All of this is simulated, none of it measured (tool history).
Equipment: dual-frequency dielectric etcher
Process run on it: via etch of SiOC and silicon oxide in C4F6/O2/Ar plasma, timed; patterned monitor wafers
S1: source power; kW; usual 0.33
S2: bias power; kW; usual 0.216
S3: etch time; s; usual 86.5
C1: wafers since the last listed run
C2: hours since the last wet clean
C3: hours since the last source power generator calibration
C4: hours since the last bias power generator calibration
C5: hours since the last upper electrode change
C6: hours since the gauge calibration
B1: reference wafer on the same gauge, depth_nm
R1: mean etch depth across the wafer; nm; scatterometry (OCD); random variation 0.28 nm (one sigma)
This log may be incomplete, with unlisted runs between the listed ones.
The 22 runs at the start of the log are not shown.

run      day    S1     S2     S3    C1     C2      C3      C4     C5     C6    B1     R1
 23   79.454  0.31  0.239    100  1692  388.1  1423.4   590.9  250.3  178.4  94.5  115.4
 24   82.688  0.38  0.176    109   748  465.7    1501   668.5  327.9    256  94.6  127.3
 25   84.629  0.33  0.197   86.5   449  512.3  1547.6   715.1  374.5  302.6  94.5   98.1
 26   88.917  0.33  0.216   86.5   992  615.2  1650.5     818  477.4  405.5  94.5  101.6
       90.25  -- wet clean of the chamber
 27   91.283  0.41  0.244    103   316   24.8  1707.3   874.8  534.2  462.3  94.5  133.1
 28   93.704  0.27  0.196  108.5   560   82.9  1765.4   932.9  592.3  520.4  94.5  109.7
 29   96.688  0.33  0.216    100   690  154.5    1837  1004.5  663.9    592  94.5  114.1
 30  101.075  0.33  0.182     64  1015  259.8  1942.3  1109.8  769.2  697.3  94.5   70.3

Below are 4 alternative next runs, each starting from the tool's condition after run 30. Predict each:
  A  101.092  0.33  0.216  86.5   3  260.2  1942.7  1110.2  769.6  697.7   ?   ?
  B  101.092  0.41   0.23  86.5   3  260.2  1942.7  1110.2  769.6  697.7   ?   ?
  C  101.092   0.3  0.216    79   3  260.2  1942.7  1110.2  769.6  697.7   ?   ?
  D  101.092  0.33  0.216   102   3  260.2  1942.7  1110.2  769.6  697.7   ?   ?

run    B1     R1
  A  94.5   99.1
  B  94.5  110.9
  C  94.5   86.8
  D  94.5  116.9
With no hidden state in the tool, these same runs would have given:
run     R1
  A   97.7
  B  109.4
  C   85.5
  D  115.2
